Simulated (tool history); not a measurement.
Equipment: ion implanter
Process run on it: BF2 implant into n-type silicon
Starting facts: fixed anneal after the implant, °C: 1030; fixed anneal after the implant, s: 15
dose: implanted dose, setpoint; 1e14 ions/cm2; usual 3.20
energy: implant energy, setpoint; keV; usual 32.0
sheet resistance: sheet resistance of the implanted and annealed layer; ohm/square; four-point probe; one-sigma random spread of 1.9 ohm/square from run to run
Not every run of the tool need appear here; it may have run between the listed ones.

run	hour	dose	energy	wafers since the last listed run	hours since the last dose calibration	hours since the extraction supply was calibrated	hours since the gauge calibration	read-back reference wafer on the same gauge, sheet resistance	sheet resistance
1	0.0	3.20	32.0	0	155.0	3125.9	576.4	310.06	343.00
2	28.0	3.20	32.0	956	183.0	3153.9	604.4	310.04	343.79
3	42.4	3.42	38.0	491	197.4	3168.3	618.8	310.06	316.21
4	73.1	3.20	32.0	1048	228.1	3199.0	649.5	310.03	340.64
5	102.0	3.20	32.0	986	257.0	3227.9	678.4	310.15	340.91
6	133.5	3.01	32.0	1075	288.5	3259.4	709.9	309.76	356.78
7	162.0	3.01	32.0	973	317.0	3287.9	738.4	309.84	357.31
8	191.2	3.01	32.0	997	346.2	3317.1	767.6	309.85	354.63
9	276.1	3.20	32.0	2899	431.1	3402.0	852.5	309.97	334.95
# hour 286.4: gauge calibrated
10	304.5	3.20	32.0	969	459.5	3430.4	18.1	310.02	333.80
11	336.3	3.20	32.0	1086	491.3	3462.2	49.9	309.95	332.84
12	367.9	3.20	32.0	1079	522.9	3493.8	81.5	309.86	335.36
13	383.1	3.97	25.5	519	538.1	3509.0	96.7	310.05	282.36
# hour 404.5: Faraday cup replaced and dose calibrated
# hour 412.2: extraction supply calibrated
14	412.7	3.01	32.0	471	8.2	0.5	126.3	309.98	382.57
15	418.7	2.55	36.5	204	14.2	6.5	132.3	310.24	433.65
16	443.5	2.52	32.0	846	39.0	31.3	157.1	310.06	438.93
17	459.4	3.20	32.0	543	54.9	47.2	173.0	309.99	357.39
18	491.2	3.64	25.0	1086	86.7	79.0	204.8	309.83	329.43
19	510.9	3.20	32.0	672	106.4	98.7	224.5	309.74	359.83
20	525.2	2.52	32.0	488	120.7	113.0	238.8	309.86	444.36
21	545.3	2.41	28.0	686	140.8	133.1	258.9	309.95	461.63
22	580.2	3.57	23.5	1191	175.7	168.0	293.8	309.72	335.78
23	600.8	2.33	32.0	703	196.3	188.6	314.4	309.87	470.47
24	624.2	2.94	32.0	799	219.7	212.0	337.8	310.02	388.45
25	637.1	3.20	32.0	440	232.6	224.9	350.7	309.91	359.52
26	667.7	2.44	32.0	1045	263.2	255.5	381.3	309.71	448.33
# hour 688.6: Faraday cup replaced and dose calibrated, repeated, since the last time left the tool worse
27	701.4	3.20	23.5	877	12.8	289.2	415.0	310.09	353.16
28	735.7	2.28	36.5	1171	47.1	323.5	449.3	309.87	450.32
29	763.3	3.20	32.0	942	74.7	351.1	476.9	309.99	342.34
30	797.4	2.25	36.0	1164	108.8	385.2	511.0	309.93	450.99
31	812.3	3.97	21.0	508	123.7	400.1	525.9	310.02	297.57
32	836.0	3.20	24.5	809	147.4	423.8	549.6	309.96	348.85
33	864.0	3.20	32.0	956	175.4	451.8	577.6	309.92	342.69
34	882.5	2.49	36.5	631	193.9	470.3	596.1	309.86	416.84
35	896.6	3.20	32.0	481	208.0	484.4	610.2	310.25	338.63
36	922.1	3.20	32.0	870	233.5	509.9	635.7	310.23	337.11

Give the tool's hidden conditions for every run:
deviation of the true energy from its setpoint, %: 0 at every run
gauge reads high (%): 0 at every run
H1: deviation of the true dose from the Faraday cup's reading, %
run	H1
1	-0.164
2	-0.0439
3	0.0259
4	0.192
5	0.371
6	0.59
7	0.809
8	1.06
9	1.9
10	2.22
11	2.6
12	3.01
13	3.22
14	-6.5
15	-6.5
16	-6.48
17	-6.46
18	-6.4
19	-6.36
20	-6.31
21	-6.25
22	-6.11
23	-6.01
24	-5.89
25	-5.81
26	-5.62
27	-0.199
28	-0.173
29	-0.13
30	-0.0501
31	-0.00597
32	0.0758
33	0.191
34	0.278
35	0.35
36	0.493
